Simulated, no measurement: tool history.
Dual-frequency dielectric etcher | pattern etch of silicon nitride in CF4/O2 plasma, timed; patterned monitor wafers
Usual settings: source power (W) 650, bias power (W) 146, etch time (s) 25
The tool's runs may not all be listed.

run     day  source power (W)  bias power (W)  etch time (s)  wafers since the last listed run  hours since the last wet clean  hours since the last source power generator calibration  hours since the last bias power generator calibration  hours since the last upper electrode change  hours since the gauge calibration  read-back reference wafer on the same gauge, depth_nm  mean etch depth across the wafer (nm)
  1       0               650             127             25                                 0                           407.1                                                       14                                                 4396.8                                       4103.9                              543.7                                                     64                                   57.5
      1.883  -- wet clean of the chamber
  2   1.904               590             146             23                               384                             0.5                                                     59.7                                                 4442.5                                       4149.6                              589.4                                                   64.1                                   53.5
  3   1.917               650             146             25                                 5                             0.8                                                       60                                                 4442.8                                       4149.9                              589.7                                                     64                                     63
  4   2.317               650             146             25                               170                            10.4                                                     69.6                                                 4452.4                                       4159.5                              599.3                                                     64                                   62.8
  5   2.954               650             146             25                               271                            25.7                                                     84.9                                                 4467.7                                       4174.8                              614.6                                                     64                                   62.9
  6   3.208               650             146             25                               108                            31.8                                                       91                                                 4473.8                                       4180.9                              620.7                                                     64                                   62.7
  7   3.754               650             146           32.5                               232                            44.9                                                    104.1                                                 4486.9                                         4194                              633.8                                                     64                                   81.5
  8   4.029               730             146             28                               117                            51.5                                                    110.7                                                 4493.5                                       4200.6                              640.4                                                     64                                     78
  9   4.317               650             146             25                               122                            58.4                                                    117.6                                                 4500.4                                       4207.5                              647.3                                                     64                                   62.7
 10   4.738               650             146             25                               179                            68.5                                                    127.7                                                 4510.5                                       4217.6                              657.4                                                   63.9                                   62.5
 11   5.162               650             146             25                               180                            78.7                                                    137.9                                                 4520.7                                       4227.8                              667.6                                                   64.1                                   62.7
 12   5.804               560             111           28.5                               273                            94.1                                                    153.3                                                 4536.1                                       4243.2                                683                                                     64                                   56.8
 13   6.479               650             146             25                               287                           110.3                                                    169.5                                                 4552.3                                       4259.4                              699.2                                                   64.1                                   62.4
 14   6.733               750             168             25                               108                           116.4                                                    175.6                                                 4558.4                                       4265.5                              705.3                                                   64.1                                   74.4
 15   7.129               550             122             25                               168                           125.9                                                    185.1                                                 4567.9                                         4275                              714.8                                                     64                                   50.4
 16   7.508               650             146             25                               161                             135                                                    194.2                                                   4577                                       4284.1                              723.9                                                     64                                   62.5
       7.55  -- gauge calibrated
      8.579  -- upper electrode replaced
 17     8.6               570             146             25                                39                           161.2                                                    220.4                                                 4603.2                                          0.5                               25.2                                                     64                                   55.2
 18   8.617               740             169           22.5                                 7                           161.6                                                    220.8                                                 4603.6                                          0.9                               25.6                                                     64                                     66
 19   8.658               650             131             25                                17                           162.6                                                    221.8                                                 4604.6                                          1.9                               26.6                                                   64.1                                   59.8
 20   9.104               540             146             25                               189                           173.3                                                    232.5                                                 4615.3                                         12.6                               37.3                                                     64                                   52.4
      9.467  -- bias power generator calibrated
 21   9.488               780             137             25                                92                           182.5                                                    241.7                                                    0.5                                         21.8                               46.5                                                     64                                   71.3
 22  10.079               650             156           30.5                               251                           196.7                                                    255.9                                                   14.7                                           36                               60.7                                                     64                                   77.1
 23  10.512               650             146             25                               184                           207.1                                                    266.3                                                   25.1                                         46.4                               71.1                                                   64.1                                   61.7
 24  10.771               790             174           27.5                               109                           213.3                                                    272.5                                                   31.3                                         52.6                               77.3                                                     64                                   86.4
 25  11.083               540             180           18.5                               133                           220.8                                                      280                                                   38.8                                         60.1                               84.8                                                     64                                   41.9
 26  11.596               550             128             25                               218                           233.1                                                    292.3                                                   51.1                                         72.4                               97.1                                                     64                                     51
 27    12.5               760             182             29                               384                           254.8                                                      314                                                   72.8                                         94.1                              118.8                                                     64                                   88.8
 28  12.933               740             176             32                               184                           265.2                                                    324.4                                                   83.2                                        104.5                              129.2                                                     64                                   94.6

Forecast run 29:
 29  13.608               710             165           31.5                               287                           281.4                                                    340.6                                                   99.4                                        120.7                              145.4                                                      ?                                      ?

{"run 29": {"read-back reference wafer on the same gauge, depth_nm": 64, "mean etch depth across the wafer (nm)": 87}}
Without the tool's hidden state the same run would have given mean etch depth across the wafer (nm) 89.6.
